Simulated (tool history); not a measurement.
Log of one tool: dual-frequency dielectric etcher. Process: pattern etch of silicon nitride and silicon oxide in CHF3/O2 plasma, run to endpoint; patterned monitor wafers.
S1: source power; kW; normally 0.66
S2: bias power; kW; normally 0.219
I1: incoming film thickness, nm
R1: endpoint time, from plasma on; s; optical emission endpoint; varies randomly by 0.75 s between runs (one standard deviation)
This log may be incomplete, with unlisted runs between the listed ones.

run	hour	S1	S2	I1	R1
1	0	0.66	0.219	300.5	171.8
2	29.1	0.66	0.219	298.3	171.2
3	61.7	0.66	0.219	297.7	172.1
4	124.4	0.66	0.219	293.7	169.5
# hour 212.7: wet clean of the chamber
5	213.2	0.66	0.219	296.3	167.5
6	219.6	0.66	0.219	297.6	167.9
7	263.8	0.66	0.185	296.6	176.4
8	313.9	0.66	0.219	297.8	169.3
# hour 371.3: bias power generator calibrated
9	490.6	0.66	0.219	297.4	171.5
10	525.9	0.66	0.219	294.7	169.2
11	589	0.66	0.219	297.7	171.1
# hour 658.8: wet clean of the chamber
12	659.3	0.76	0.219	297.6	163.8
13	699	0.66	0.219	299.7	170.8
14	741.6	0.66	0.185	296.1	176.6
15	789.2	0.74	0.199	297	167.9
# hour 940.9: source power generator calibrated
16	941.5	0.66	0.219	297.4	169.5
17	977.6	0.77	0.249	298.2	162.2
18	1047.3	0.66	0.219	297.6	172.3
# hour 1190.7: wet clean of the chamber
# hour 1195.1: upper electrode replaced
19	1222.5	0.78	0.178	298.3	172.9
20	1253.2	0.78	0.272	297.5	154.8
21	1304.5	0.66	0.219	297.9	170
22	1368.7	0.53	0.168	297.4	190.8
23	1425.1	0.66	0.219	300.9	173.8
24	1474.5	0.77	0.246	298.5	161.6
25	1530.3	0.81	0.236	297.4	161.4
26	1591.1	0.51	0.272	298.7	171
27	1645.8	0.66	0.219	298.3	173.9
# hour 1697.7: wet clean of the chamber
28	1698.2	0.54	0.241	297.3	169.7
29	1760.4	0.66	0.254	300.7	163.4
30	1807.2	0.66	0.219	302.1	172.5
31	1832.7	0.73	0.184	297.9	175.8
32	1874.4	0.77	0.239	297.5	160.7
33	1901.3	0.82	0.249	295.7	158.1
34	1940.3	0.71	0.269	297.1	158.7
35	1994.5	0.66	0.219	300	173.9

What if the next run were any one of these 4? Each begins from the tool's condition after run 35:
A	1995	0.73	0.219	297.5	?
B	1995	0.61	0.196	297.5	?
C	1995	0.58	0.269	297.5	?
D	1995	0.66	0.205	297.5	?

run	R1
A	168.6
B	180.3
C	166.3
D	175.3
With the hidden condition removed and each run's random variation left untouched, the same runs would have given:
run	R1
A	165.2
B	176.7
C	163
D	171.8

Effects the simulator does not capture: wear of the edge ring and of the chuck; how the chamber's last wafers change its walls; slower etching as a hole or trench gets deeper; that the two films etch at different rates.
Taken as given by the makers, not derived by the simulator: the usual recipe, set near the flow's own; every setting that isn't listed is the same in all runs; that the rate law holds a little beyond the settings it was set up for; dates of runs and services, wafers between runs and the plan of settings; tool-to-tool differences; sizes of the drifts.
